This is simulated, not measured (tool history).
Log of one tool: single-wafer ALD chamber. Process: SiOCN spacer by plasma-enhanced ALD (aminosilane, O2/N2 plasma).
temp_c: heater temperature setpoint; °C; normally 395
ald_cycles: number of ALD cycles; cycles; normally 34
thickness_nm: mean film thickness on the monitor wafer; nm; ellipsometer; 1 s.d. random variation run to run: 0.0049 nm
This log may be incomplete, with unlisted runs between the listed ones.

run,hour,temp_c,ald_cycles,"read-back reference wafer on the same gauge, thickness_nm",thickness_nm
1,0.0,395,39,1.749,2.236
2,81.2,395,39,1.752,2.240
3,168.9,395,39,1.751,2.237
4,213.1,392,34,1.751,1.952
5,306.3,395,34,1.751,1.955
6,356.6,395,34,1.748,1.955
7,440.7,395,34,1.752,1.954
8,509.3,389,32,1.750,1.834
9,616.7,389,32,1.749,1.838
10,718.2,389,32,1.751,1.845
11,825.8,386,34,1.751,1.961
12,872.3,386,34,1.752,1.951
13,985.7,386,34,1.749,1.957
14,1046.3,389,38,1.752,2.188
# hour 1072.9: thermocouple changed; heater temperature recalibrated
15,1129.7,395,30,1.749,1.729
16,1207.0,409,27,1.748,1.501
17,1251.4,387,37,1.752,2.125
18,1306.4,380,39,1.750,2.238
19,1386.2,389,30,1.748,1.721
# hour 1388.5: gauge calibrated
20,1451.6,395,39,1.749,2.241
21,1550.4,408,27,1.750,1.517
22,1599.2,381,34,1.749,1.954
23,1702.6,406,36,1.751,2.037
24,1762.3,395,34,1.752,1.951
25,1818.9,406,32,1.752,1.805
26,1918.7,404,39,1.749,2.220
27,1980.4,401,31,1.752,1.776
28,2254.0,395,34,1.750,1.948
29,2309.2,382,31,1.750,1.782
30,2380.0,383,28,1.750,1.601

Hidden state, per run?
wafer temperature above the value expected at the setpoint (K): 0 across all the runs
gauge reads high (%): 0 across all the runs
